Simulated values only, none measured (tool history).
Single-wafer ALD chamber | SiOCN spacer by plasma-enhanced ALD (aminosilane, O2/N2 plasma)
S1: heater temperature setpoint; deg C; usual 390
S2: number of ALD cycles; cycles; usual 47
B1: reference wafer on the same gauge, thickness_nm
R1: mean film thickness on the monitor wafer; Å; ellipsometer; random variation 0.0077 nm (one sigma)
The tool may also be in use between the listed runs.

run   hour   S1  S2     B1     R1
  1    0.0  390  47  2.551  30.46
  2   26.0  390  47  2.549  30.63
  3   53.7  390  47  2.548  30.57
  4  114.3  379  47  2.545  30.33
  5  176.5  379  47  2.541  30.25
  6  203.3  390  47  2.540  30.39
  7  274.4  390  47  2.537  30.23
  8  320.6  385  42  2.533  27.05
  9  347.6  385  42  2.532  27.05
 10  379.8  390  47  2.531  30.35
 11  425.9  390  47  2.527  30.32
 12  477.5  390  47  2.525  30.22
 13  504.8  381  40  2.524  25.52

Forecast run 14:
 14  552.9  397  39   ?   ?

{"run 14": {"B1": 2.52, "R1": 25.02}}
Without the tool's hidden state the same run would have given R1 25.50 Å.

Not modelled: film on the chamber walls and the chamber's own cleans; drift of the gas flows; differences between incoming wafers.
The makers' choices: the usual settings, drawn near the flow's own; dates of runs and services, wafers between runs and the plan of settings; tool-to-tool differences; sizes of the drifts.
